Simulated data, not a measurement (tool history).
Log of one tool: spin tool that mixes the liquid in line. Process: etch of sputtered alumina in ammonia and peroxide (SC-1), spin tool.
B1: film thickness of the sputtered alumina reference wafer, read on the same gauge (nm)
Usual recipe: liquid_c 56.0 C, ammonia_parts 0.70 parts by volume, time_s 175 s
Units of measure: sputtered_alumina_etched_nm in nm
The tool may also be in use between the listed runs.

{"run": 1, "hour": 0.0, "liquid_c": 56.0, "ammonia_parts": 0.7, "time_s": 175, "B1": 81.93, "sputtered_alumina_etched_nm": 23.98}
{"run": 2, "hour": 32.1, "liquid_c": 56.0, "ammonia_parts": 0.8, "time_s": 175, "B1": 82.12, "sputtered_alumina_etched_nm": 24.55}
{"hour": 53.0, "done": "heated supply line repaired"}
{"hour": 86.5, "done": "ammonia flow meter replaced"}
{"run": 3, "hour": 103.1, "liquid_c": 56.0, "ammonia_parts": 0.8, "time_s": 175, "B1": 82.34, "sputtered_alumina_etched_nm": 24.18}
{"run": 4, "hour": 159.0, "liquid_c": 56.0, "ammonia_parts": 0.8, "time_s": 175, "B1": 82.49, "sputtered_alumina_etched_nm": 24.84}
{"run": 5, "hour": 212.7, "liquid_c": 51.5, "ammonia_parts": 0.7, "time_s": 175, "B1": 82.57, "sputtered_alumina_etched_nm": 18.98}
{"run": 6, "hour": 251.1, "liquid_c": 51.5, "ammonia_parts": 0.7, "time_s": 175, "B1": 82.69, "sputtered_alumina_etched_nm": 19.11}
{"run": 7, "hour": 301.5, "liquid_c": 62.0, "ammonia_parts": 1.0, "time_s": 85, "B1": 82.83, "sputtered_alumina_etched_nm": 16.9}
{"run": 8, "hour": 355.9, "liquid_c": 56.0, "ammonia_parts": 0.7, "time_s": 175, "B1": 82.91, "sputtered_alumina_etched_nm": 24.45}
{"run": 9, "hour": 394.1, "liquid_c": 66.0, "ammonia_parts": 0.55, "time_s": 175, "B1": 82.98, "sputtered_alumina_etched_nm": 39.95}
{"run": 10, "hour": 433.8, "liquid_c": 53.5, "ammonia_parts": 0.7, "time_s": 75, "B1": 82.97, "sputtered_alumina_etched_nm": 9.12}
{"hour": 445.2, "done": "thermometer replaced"}
{"run": 11, "hour": 497.7, "liquid_c": 61.5, "ammonia_parts": 0.95, "time_s": 175, "B1": 83.07, "sputtered_alumina_etched_nm": 33.29}
{"run": 12, "hour": 535.5, "liquid_c": 60.5, "ammonia_parts": 0.7, "time_s": 175, "B1": 83.1, "sputtered_alumina_etched_nm": 31.19}
{"run": 13, "hour": 564.4, "liquid_c": 47.0, "ammonia_parts": 0.6, "time_s": 280, "B1": 83.12, "sputtered_alumina_etched_nm": 23.68}
{"hour": 645.1, "done": "gauge calibrated"}
{"run": 14, "hour": 651.6, "liquid_c": 60.5, "ammonia_parts": 0.7, "time_s": 75, "B1": 80.12, "sputtered_alumina_etched_nm": 12.76}
{"run": 15, "hour": 712.1, "liquid_c": 63.5, "ammonia_parts": 0.55, "time_s": 210, "B1": 80.63, "sputtered_alumina_etched_nm": 40.39}
{"run": 16, "hour": 741.0, "liquid_c": 56.0, "ammonia_parts": 0.7, "time_s": 175, "B1": 80.91, "sputtered_alumina_etched_nm": 24.04}
{"run": 17, "hour": 793.5, "liquid_c": 61.0, "ammonia_parts": 0.7, "time_s": 280, "B1": 81.23, "sputtered_alumina_etched_nm": 49.46}
{"hour": 813.7, "done": "new drum of ammonia solution connected"}
{"run": 18, "hour": 993.9, "liquid_c": 56.0, "ammonia_parts": 0.7, "time_s": 175, "B1": 82.25, "sputtered_alumina_etched_nm": 24.56}
{"run": 19, "hour": 1020.8, "liquid_c": 61.0, "ammonia_parts": 0.7, "time_s": 175, "B1": 82.36, "sputtered_alumina_etched_nm": 31.12}
{"run": 20, "hour": 1072.1, "liquid_c": 51.5, "ammonia_parts": 0.7, "time_s": 70, "B1": 82.53, "sputtered_alumina_etched_nm": 7.55}
{"run": 21, "hour": 1107.1, "liquid_c": 63.0, "ammonia_parts": 1.05, "time_s": 175, "B1": 82.66, "sputtered_alumina_etched_nm": 36.1}
{"run": 22, "hour": 1175.4, "liquid_c": 56.0, "ammonia_parts": 0.7, "time_s": 175, "B1": 82.81, "sputtered_alumina_etched_nm": 24.18}
{"run": 23, "hour": 1245.8, "liquid_c": 49.5, "ammonia_parts": 1.05, "time_s": 100, "B1": 82.97, "sputtered_alumina_etched_nm": 10.34}
{"run": 24, "hour": 1311.7, "liquid_c": 56.0, "ammonia_parts": 0.55, "time_s": 120, "B1": 83.1, "sputtered_alumina_etched_nm": 16.34}
{"run": 25, "hour": 1360.4, "liquid_c": 62.0, "ammonia_parts": 0.4, "time_s": 140, "B1": 83.16, "sputtered_alumina_etched_nm": 25.57}
{"run": 26, "hour": 1414.1, "liquid_c": 63.0, "ammonia_parts": 1.05, "time_s": 175, "B1": 83.27, "sputtered_alumina_etched_nm": 36.4}

3 ways to go on from here, each from the tool as it stands after run 26. What would each give?
{"run": "A", "hour": 1414.6, "liquid_c": 56.0, "ammonia_parts": 0.55, "time_s": 175, "B1": "?", "sputtered_alumina_etched_nm": "?"}
{"run": "B", "hour": 1414.6, "liquid_c": 49.5, "ammonia_parts": 0.7, "time_s": 90, "B1": "?", "sputtered_alumina_etched_nm": "?"}
{"run": "C", "hour": 1414.6, "liquid_c": 62.0, "ammonia_parts": 0.7, "time_s": 175, "B1": "?", "sputtered_alumina_etched_nm": "?"}

run=A B1=83.24 sputtered_alumina_etched_nm=23.86
run=B B1=83.24 sputtered_alumina_etched_nm=8.84
run=C B1=83.24 sputtered_alumina_etched_nm=33.29
The same runs, with their run-to-run variation unchanged, on a tool lacking any hidden condition would have given:
run=A sputtered_alumina_etched_nm=22.94
run=B sputtered_alumina_etched_nm=8.50
run=C sputtered_alumina_etched_nm=32.00

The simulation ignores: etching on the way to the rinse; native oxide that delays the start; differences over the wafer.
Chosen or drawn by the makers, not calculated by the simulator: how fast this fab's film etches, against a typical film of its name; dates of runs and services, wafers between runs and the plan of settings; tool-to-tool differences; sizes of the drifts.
